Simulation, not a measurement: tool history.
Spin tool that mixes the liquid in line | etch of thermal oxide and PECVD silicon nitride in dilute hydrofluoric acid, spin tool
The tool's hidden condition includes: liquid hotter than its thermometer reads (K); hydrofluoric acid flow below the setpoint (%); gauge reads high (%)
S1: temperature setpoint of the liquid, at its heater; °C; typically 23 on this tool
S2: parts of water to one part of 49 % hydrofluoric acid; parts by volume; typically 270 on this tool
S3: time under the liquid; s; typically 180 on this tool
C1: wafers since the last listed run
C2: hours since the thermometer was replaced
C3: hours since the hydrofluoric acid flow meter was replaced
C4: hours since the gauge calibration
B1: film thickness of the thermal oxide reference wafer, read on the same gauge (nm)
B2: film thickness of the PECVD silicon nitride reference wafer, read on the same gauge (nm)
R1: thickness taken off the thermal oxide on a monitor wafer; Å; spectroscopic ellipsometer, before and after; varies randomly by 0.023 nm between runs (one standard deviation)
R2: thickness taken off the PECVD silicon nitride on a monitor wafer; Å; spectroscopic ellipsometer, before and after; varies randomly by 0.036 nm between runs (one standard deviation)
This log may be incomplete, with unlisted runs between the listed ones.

run	hour	S1	S2	S3	C1	C2	C3	C4	B1	B2	R1	R2
1	0	23	300	180	0	2544.2	1663.2	583.3	116.596	116.619	21.83	28.01
2	32.1	23	270	180	245	2576.3	1695.3	615.4	116.467	116.444	24.71	30.95
3	67.7	23	270	180	272	2611.9	1730.9	651	116.272	116.273	25	30.69
4	109.8	23	270	180	322	2654	1773	693.1	116.07	116.113	25.35	30.74
5	175.1	23	270	180	499	2719.3	1838.3	758.4	115.77	115.744	25.25	31.16
6	246.5	23	270	180	546	2790.7	1909.7	829.8	115.427	115.414	24.8	30
7	270.5	24.5	270	180	183	2814.7	1933.7	853.8	115.301	115.284	26.29	33.12
8	341.2	24.5	270	180	541	2885.4	2004.4	924.5	114.978	114.976	26.12	33.28
# hour 378.9: gauge calibrated
9	406.9	24.5	270	180	502	2951.1	2070.1	28	120.255	120.221	27.16	34.63
10	477.7	23	270	130	541	3021.9	2140.9	98.8	119.905	119.916	18.32	22.3
11	504.5	21.5	305	100	205	3048.7	2167.7	125.6	119.779	119.784	11.74	14.24
12	565.9	21.5	190	180	469	3110.1	2229.1	187	119.467	119.506	37.36	40.98
# hour 611: thermometer replaced
13	627.5	25.5	340	90	463	16.5	2290.7	248.6	119.201	119.163	10.43	14.43
14	656.9	19.5	225	75	225	45.9	2320.1	278	119.057	119.064	11.77	12.46
15	728.3	23	170	275	546	117.3	2391.5	349.4	118.687	118.68	69.07	74.87
16	786.1	24.5	270	180	442	175.1	2449.3	407.2	118.431	118.413	26.95	34.32
# hour 822.2: hydrofluoric acid flow meter replaced
17	828.4	26	270	235	316	217.4	6.2	449.5	118.217	118.209	37.17	48.35
18	872.4	27.5	270	245	336	261.4	50.2	493.5	118.001	118.035	40.95	55.33
19	909.9	23	270	180	287	298.9	87.7	531	117.853	117.866	25.37	30.45
20	941	18.5	315	70	238	330	118.8	562.1	117.693	117.707	6.85	7.78
21	1003	19.5	190	180	474	392	180.8	624.1	117.394	117.391	34.11	34.57
22	1058.3	23	315	180	423	447.3	236.1	679.4	117.119	117.095	20.86	26.12
23	1109.1	23	320	180	388	498.1	286.9	730.2	116.877	116.879	20.17	26.17
24	1161	21	220	130	397	550	338.8	782.1	116.624	116.631	21.79	23.82

State the hidden condition of the tool at each of the runs:
liquid hotter than its thermometer reads (K): 0, the same for each run
hydrofluoric acid flow below the setpoint (%): 0, the same for each run
H1: gauge reads high (%)
run	H1
1	-2.83
2	-2.96
3	-3.1
4	-3.27
5	-3.53
6	-3.82
7	-3.91
8	-4.2
9	0.208
10	-0.075
11	-0.182
12	-0.428
13	-0.674
14	-0.792
15	-1.08
16	-1.31
17	-1.48
18	-1.65
19	-1.8
20	-1.93
21	-2.18
22	-2.4
23	-2.6
24	-2.81
